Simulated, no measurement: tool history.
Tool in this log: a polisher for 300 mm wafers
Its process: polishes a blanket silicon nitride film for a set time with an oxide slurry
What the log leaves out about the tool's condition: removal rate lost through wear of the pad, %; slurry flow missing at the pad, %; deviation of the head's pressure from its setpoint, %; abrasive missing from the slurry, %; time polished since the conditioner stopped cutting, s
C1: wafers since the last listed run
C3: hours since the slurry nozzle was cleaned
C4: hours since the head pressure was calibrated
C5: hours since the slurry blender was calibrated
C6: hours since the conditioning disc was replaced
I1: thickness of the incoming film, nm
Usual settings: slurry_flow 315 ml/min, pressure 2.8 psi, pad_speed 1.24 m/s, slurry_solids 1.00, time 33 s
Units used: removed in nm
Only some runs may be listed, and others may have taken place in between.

{"run": 1, "day": 0.0, "slurry_flow": 315, "pressure": 2.8, "pad_speed": 1.24, "slurry_solids": 1.0, "time": 29, "C1": 0, "wafers polished on this pad": 739, "C3": 359.2, "C4": 883.3, "C5": 178.7, "C6": 47.6, "I1": 621.4, "removed": 14.9}
{"day": 0.717, "done": "worn pad replaced by a new one"}
{"run": 2, "day": 0.738, "slurry_flow": 315, "pressure": 2.8, "pad_speed": 1.24, "slurry_solids": 1.0, "time": 29, "C1": 188, "wafers polished on this pad": 6, "C3": 376.9, "C4": 901.0, "C5": 196.4, "C6": 65.3, "I1": 625.2, "removed": 14.5}
{"day": 1.292, "done": "slurry blender recalibrated"}
{"run": 3, "day": 1.312, "slurry_flow": 315, "pressure": 2.8, "pad_speed": 1.24, "slurry_solids": 1.0, "time": 25, "C1": 162, "wafers polished on this pad": 168, "C3": 390.7, "C4": 914.8, "C5": 0.5, "C6": 79.1, "I1": 630.1, "removed": 13.3}
{"run": 4, "day": 1.575, "slurry_flow": 315, "pressure": 2.8, "pad_speed": 1.24, "slurry_solids": 1.0, "time": 25, "C1": 86, "wafers polished on this pad": 255, "C3": 397.0, "C4": 921.1, "C5": 6.8, "C6": 85.4, "I1": 621.5, "removed": 13.4}
{"run": 5, "day": 2.092, "slurry_flow": 315, "pressure": 2.8, "pad_speed": 1.24, "slurry_solids": 1.0, "time": 33, "C1": 170, "wafers polished on this pad": 425, "C3": 409.4, "C4": 933.5, "C5": 19.2, "C6": 97.8, "I1": 628.7, "removed": 17.3}
{"run": 6, "day": 2.55, "slurry_flow": 315, "pressure": 2.8, "pad_speed": 1.24, "slurry_solids": 1.0, "time": 33, "C1": 151, "wafers polished on this pad": 576, "C3": 420.4, "C4": 944.5, "C5": 30.2, "C6": 108.8, "I1": 632.7, "removed": 17.3}
{"run": 7, "day": 2.979, "slurry_flow": 315, "pressure": 2.8, "pad_speed": 1.24, "slurry_solids": 1.0, "time": 33, "C1": 141, "wafers polished on this pad": 718, "C3": 430.7, "C4": 954.8, "C5": 40.5, "C6": 119.1, "I1": 633.0, "removed": 17.3}
{"run": 8, "day": 3.658, "slurry_flow": 315, "pressure": 2.8, "pad_speed": 1.24, "slurry_solids": 1.0, "time": 33, "C1": 224, "wafers polished on this pad": 942, "C3": 447.0, "C4": 971.1, "C5": 56.8, "C6": 135.4, "I1": 623.1, "removed": 17.2}
{"day": 3.842, "done": "worn pad replaced by a new one"}
{"run": 9, "day": 4.229, "slurry_flow": 315, "pressure": 2.8, "pad_speed": 1.24, "slurry_solids": 1.0, "time": 33, "C1": 133, "wafers polished on this pad": 127, "C3": 460.7, "C4": 984.8, "C5": 70.5, "C6": 149.1, "I1": 638.7, "removed": 17.5}
{"run": 10, "day": 4.658, "slurry_flow": 315, "pressure": 2.8, "pad_speed": 1.24, "slurry_solids": 1.0, "time": 33, "C1": 141, "wafers polished on this pad": 268, "C3": 471.0, "C4": 995.1, "C5": 80.8, "C6": 159.4, "I1": 634.2, "removed": 17.0}
{"run": 11, "day": 5.242, "slurry_flow": 315, "pressure": 2.8, "pad_speed": 1.24, "slurry_solids": 1.0, "time": 33, "C1": 192, "wafers polished on this pad": 461, "C3": 485.0, "C4": 1009.1, "C5": 94.8, "C6": 173.4, "I1": 624.2, "removed": 17.1}
{"run": 12, "day": 5.692, "slurry_flow": 315, "pressure": 2.8, "pad_speed": 1.24, "slurry_solids": 1.0, "time": 38, "C1": 148, "wafers polished on this pad": 609, "C3": 495.8, "C4": 1019.9, "C5": 105.6, "C6": 184.2, "I1": 627.5, "removed": 19.7}
{"run": 13, "day": 6.396, "slurry_flow": 220, "pressure": 2.8, "pad_speed": 1.56, "slurry_solids": 0.9, "time": 33, "C1": 232, "wafers polished on this pad": 842, "C3": 512.7, "C4": 1036.8, "C5": 122.5, "C6": 201.1, "I1": 631.2, "removed": 19.0}
{"day": 6.692, "done": "worn pad replaced by a new one"}
{"run": 14, "day": 6.967, "slurry_flow": 345, "pressure": 2.8, "pad_speed": 1.24, "slurry_solids": 1.0, "time": 33, "C1": 133, "wafers polished on this pad": 90, "C3": 526.4, "C4": 1050.5, "C5": 136.2, "C6": 214.8, "I1": 633.0, "removed": 17.2}
{"run": 15, "day": 7.442, "slurry_flow": 315, "pressure": 2.2, "pad_speed": 1.24, "slurry_solids": 1.0, "time": 23, "C1": 156, "wafers polished on this pad": 247, "C3": 537.8, "C4": 1061.9, "C5": 147.6, "C6": 226.2, "I1": 631.3, "removed": 9.7}
{"run": 16, "day": 8.383, "slurry_flow": 230, "pressure": 2.0, "pad_speed": 1.24, "slurry_solids": 1.0, "time": 42, "C1": 310, "wafers polished on this pad": 557, "C3": 560.4, "C4": 1084.5, "C5": 170.2, "C6": 248.8, "I1": 637.9, "removed": 16.0}
{"day": 8.746, "done": "conditioning disc replaced and pad reconditioned"}
{"run": 17, "day": 8.992, "slurry_flow": 315, "pressure": 3.7, "pad_speed": 1.46, "slurry_solids": 1.0, "time": 38, "C1": 173, "wafers polished on this pad": 730, "C3": 575.0, "C4": 1099.1, "C5": 184.8, "C6": 5.9, "I1": 636.1, "removed": 27.6}
{"day": 9.15, "done": "head pressure recalibrated"}
{"day": 9.288, "done": "worn pad replaced by a new one"}
{"day": 10.317, "done": "slurry blender recalibrated"}
{"day": 10.379, "done": "slurry nozzle cleaned"}
{"run": 18, "day": 11.079, "slurry_flow": 315, "pressure": 2.8, "pad_speed": 1.24, "slurry_solids": 1.0, "time": 33, "C1": 574, "wafers polished on this pad": 550, "C3": 16.8, "C4": 46.3, "C5": 18.3, "C6": 56.0, "I1": 632.7, "removed": 17.9}
{"day": 11.842, "done": "worn pad replaced by a new one"}
{"run": 19, "day": 11.862, "slurry_flow": 315, "pressure": 2.8, "pad_speed": 1.6, "slurry_solids": 1.0, "time": 22, "C1": 203, "wafers polished on this pad": 6, "C3": 35.6, "C4": 65.1, "C5": 37.1, "C6": 74.8, "I1": 630.3, "removed": 14.2}
{"run": 20, "day": 12.071, "slurry_flow": 315, "pressure": 3.4, "pad_speed": 1.24, "slurry_solids": 1.0, "time": 33, "C1": 68, "wafers polished on this pad": 75, "C3": 40.6, "C4": 70.1, "C5": 42.1, "C6": 79.8, "I1": 624.0, "removed": 20.4}
{"run": 21, "day": 12.746, "slurry_flow": 315, "pressure": 3.3, "pad_speed": 1.24, "slurry_solids": 0.75, "time": 33, "C1": 222, "wafers polished on this pad": 298, "C3": 56.8, "C4": 86.3, "C5": 58.3, "C6": 96.0, "I1": 625.7, "removed": 18.1}
{"run": 22, "day": 13.096, "slurry_flow": 315, "pressure": 2.8, "pad_speed": 1.24, "slurry_solids": 1.0, "time": 33, "C1": 115, "wafers polished on this pad": 413, "C3": 65.2, "C4": 94.7, "C5": 66.7, "C6": 104.4, "I1": 636.1, "removed": 17.3}
{"run": 23, "day": 13.804, "slurry_flow": 315, "pressure": 2.8, "pad_speed": 1.24, "slurry_solids": 1.0, "time": 40, "C1": 233, "wafers polished on this pad": 647, "C3": 82.2, "C4": 111.7, "C5": 83.7, "C6": 121.4, "I1": 634.9, "removed": 20.7}
{"run": 24, "day": 14.296, "slurry_flow": 315, "pressure": 2.0, "pad_speed": 1.24, "slurry_solids": 1.0, "time": 33, "C1": 162, "wafers polished on this pad": 809, "C3": 94.0, "C4": 123.5, "C5": 95.5, "C6": 133.2, "I1": 627.7, "removed": 13.4}
{"run": 25, "day": 14.558, "slurry_flow": 315, "pressure": 2.8, "pad_speed": 1.24, "slurry_solids": 1.0, "time": 22, "C1": 86, "wafers polished on this pad": 896, "C3": 100.3, "C4": 129.8, "C5": 101.8, "C6": 139.5, "I1": 630.6, "removed": 11.3}

Entry by entry between the runs, the difference in hidden state between the last listed run before and the first listed run after:
In the gap between runs 1 and 2: worn pad replaced by a new one (day 0.717)
  abrasive missing from the slurry, %: 15.5 -> 17
  measured value less the no-hidden-state value, removed: -0.9 -> -1.0 nm
In the gap between runs 2 and 3: slurry blender recalibrated (day 1.292)
  abrasive missing from the slurry, %: 17 -> 1.74
  measured value less the no-hidden-state value, removed: -1.0 -> -0.1 nm
In the gap between runs 8 and 9: worn pad replaced by a new one (day 3.842)
  abrasive missing from the slurry, %: 6.53 -> 7.7
  measured value less the no-hidden-state value, removed: -0.4 -> -0.5 nm
In the gap between runs 13 and 14: worn pad replaced by a new one (day 6.692)
  abrasive missing from the slurry, %: 12.1 -> 13.3
  measured value less the no-hidden-state value, removed: -0.9 -> -0.8 nm
In the gap between runs 16 and 17: conditioning disc replaced and pad reconditioned (day 8.746)
  abrasive missing from the slurry, %: 16.2 -> 17.4
  measured value less the no-hidden-state value, removed: -1.1 -> -1.9 nm
In the gap between runs 17 and 18: head pressure recalibrated (day 9.150); worn pad replaced by a new one (day 9.288); slurry blender recalibrated (day 10.317); slurry nozzle cleaned (day 10.379)
  abrasive missing from the slurry, %: 17.4 -> 2.52
  measured value less the no-hidden-state value, removed: -1.9 -> -0.1 nm
In the gap between runs 18 and 19: worn pad replaced by a new one (day 11.842)
  abrasive missing from the slurry, %: 2.52 -> 4.12
  measured value less the no-hidden-state value, removed: -0.1 -> -0.2 nm

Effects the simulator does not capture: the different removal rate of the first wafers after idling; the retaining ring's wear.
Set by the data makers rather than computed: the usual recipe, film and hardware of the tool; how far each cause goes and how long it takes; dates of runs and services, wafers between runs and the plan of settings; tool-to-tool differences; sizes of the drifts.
